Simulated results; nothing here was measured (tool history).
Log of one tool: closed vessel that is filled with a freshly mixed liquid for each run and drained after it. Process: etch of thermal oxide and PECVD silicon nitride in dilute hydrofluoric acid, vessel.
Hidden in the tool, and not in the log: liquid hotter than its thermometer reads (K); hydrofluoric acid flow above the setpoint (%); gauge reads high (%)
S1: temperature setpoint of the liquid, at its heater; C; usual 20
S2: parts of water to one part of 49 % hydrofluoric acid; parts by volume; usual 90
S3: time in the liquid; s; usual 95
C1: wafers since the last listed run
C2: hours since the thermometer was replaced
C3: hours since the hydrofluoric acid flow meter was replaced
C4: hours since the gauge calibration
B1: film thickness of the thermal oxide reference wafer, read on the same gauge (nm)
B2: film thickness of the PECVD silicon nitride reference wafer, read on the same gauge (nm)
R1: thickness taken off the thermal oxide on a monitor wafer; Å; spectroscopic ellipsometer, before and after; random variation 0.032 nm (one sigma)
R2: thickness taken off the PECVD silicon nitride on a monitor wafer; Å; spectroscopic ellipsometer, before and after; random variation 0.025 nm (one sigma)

| run | day | S1 | S2 | S3 | C1 | C2 | C3 | C4 | B1 | B2 | R1 | R2 |
|---|---|---|---|---|---|---|---|---|---|---|---|---|
| 1 | 0 | 20 | 90 | 75 | 0 | 269 | 30.3 | 1256.6 | 139.994 | 130.023 | 34.08 | 39.08 |
| 2 | 3.904 | 20 | 90 | 75 | 11205 | 362.7 | 124 | 1350.3 | 139.95 | 129.973 | 34.12 | 39.89 |
| 3 | 5.471 | 20 | 90 | 75 | 4496 | 400.3 | 161.6 | 1387.9 | 140.012 | 130.022 | 34.84 | 40.65 |
| 4 | 9.6 | 20 | 90 | 95 | 11851 | 499.4 | 260.7 | 1487 | 139.98 | 130.006 | 44.28 | 52.39 |
| 5 | 13.404 | 20 | 90 | 95 | 10918 | 590.7 | 352 | 1578.3 | 139.977 | 129.979 | 45.03 | 53.53 |
| 6 | 17.083 | 20 | 90 | 95 | 10560 | 679 | 440.3 | 1666.6 | 139.977 | 130.014 | 45.36 | 54.26 |
| 7 | 19.329 | 20 | 90 | 95 | 6446 | 732.9 | 494.2 | 1720.5 | 139.99 | 129.992 | 45.63 | 54.87 |
|  | 21.879 | thermometer replaced |
| 8 | 23.158 | 20 | 90 | 95 | 10871 | 30.7 | 586.1 | 1812.4 | 139.946 | 130.01 | 41.39 | 47.74 |
| 9 | 25.475 | 20 | 90 | 95 | 6649 | 86.3 | 641.7 | 1868 | 139.961 | 129.986 | 41.14 | 48.52 |
|  | 27.529 | hydrofluoric acid flow meter replaced |
| 10 | 29.708 | 20 | 90 | 95 | 12031 | 187.9 | 52.3 | 1969.6 | 139.957 | 130.014 | 42.12 | 49.32 |
| 11 | 33.15 | 20 | 90 | 95 | 9878 | 270.5 | 134.9 | 2052.2 | 140.031 | 130.009 | 43.38 | 50.2 |
| 12 | 37.629 | 20 | 90 | 95 | 12856 | 378 | 242.4 | 2159.7 | 139.975 | 129.999 | 43.03 | 51.51 |
| 13 | 41.667 | 20 | 90 | 95 | 11588 | 474.9 | 339.3 | 2256.6 | 139.989 | 130.007 | 43.89 | 52.79 |
|  | 49.708 | gauge calibrated |
|  | 51.892 | thermometer replaced |
| 14 | 54.817 | 17 | 120 | 95 | 37624 | 70.2 | 654.9 | 122.6 | 139.975 | 129.988 | 26.18 | 29.27 |
|  | 58.05 | hydrofluoric acid flow meter replaced |
| 15 | 58.067 | 17 | 90 | 135 | 9208 | 148.2 | 0.4 | 200.6 | 139.976 | 130.003 | 52.43 | 56.4 |
| 16 | 61.512 | 17.5 | 90 | 95 | 9890 | 230.9 | 83.1 | 283.3 | 140 | 129.999 | 37.73 | 41.8 |
| 17 | 63.338 | 24.5 | 90 | 95 | 5238 | 274.7 | 126.9 | 327.1 | 140.011 | 130.018 | 50.43 | 68.03 |
| 18 | 67.508 | 20 | 90 | 125 | 11971 | 374.8 | 227 | 427.2 | 140.007 | 130.027 | 56.77 | 66.99 |
| 19 | 69.242 | 18 | 130 | 70 | 4975 | 416.4 | 268.6 | 468.8 | 139.992 | 129.993 | 19.73 | 23.3 |
| 20 | 72.296 | 20 | 90 | 95 | 8766 | 489.7 | 341.9 | 542.1 | 139.997 | 130.012 | 44.12 | 52.47 |
| 21 | 76.212 | 20 | 90 | 95 | 11241 | 583.7 | 435.9 | 636.1 | 139.968 | 129.99 | 45.29 | 53.5 |
| 22 | 79.808 | 17 | 90 | 95 | 10320 | 670 | 522.2 | 722.4 | 139.988 | 130.001 | 40.24 | 44.96 |
| 23 | 81.45 | 22.5 | 90 | 95 | 4711 | 709.4 | 561.6 | 761.8 | 140.034 | 130.005 | 50.5 | 64.63 |
|  | 82.662 | thermometer replaced |
|  | 82.967 | hydrofluoric acid flow meter replaced |
| 24 | 83.517 | 20 | 50 | 140 | 5692 | 20.5 | 13.2 | 811.4 | 139.958 | 130.009 | 116.73 | 126.78 |

What the log doesn't show, run by run:
hydrofluoric acid flow above the setpoint (%): 0 in every run
gauge reads high (%): 0 in every run
H1: liquid hotter than its thermometer reads (K)
| run | H1 |
|---|---|
| 1 | 0.953 |
| 2 | 1.24 |
| 3 | 1.36 |
| 4 | 1.67 |
| 5 | 1.95 |
| 6 | 2.22 |
| 7 | 2.39 |
| 8 | 0.299 |
| 9 | 0.472 |
| 10 | 0.787 |
| 11 | 1.04 |
| 12 | 1.38 |
| 13 | 1.68 |
| 14 | 0.376 |
| 15 | 0.618 |
| 16 | 0.874 |
| 17 | 1.01 |
| 18 | 1.32 |
| 19 | 1.45 |
| 20 | 1.68 |
| 21 | 1.97 |
| 22 | 2.24 |
| 23 | 2.36 |
| 24 | 0.66 |

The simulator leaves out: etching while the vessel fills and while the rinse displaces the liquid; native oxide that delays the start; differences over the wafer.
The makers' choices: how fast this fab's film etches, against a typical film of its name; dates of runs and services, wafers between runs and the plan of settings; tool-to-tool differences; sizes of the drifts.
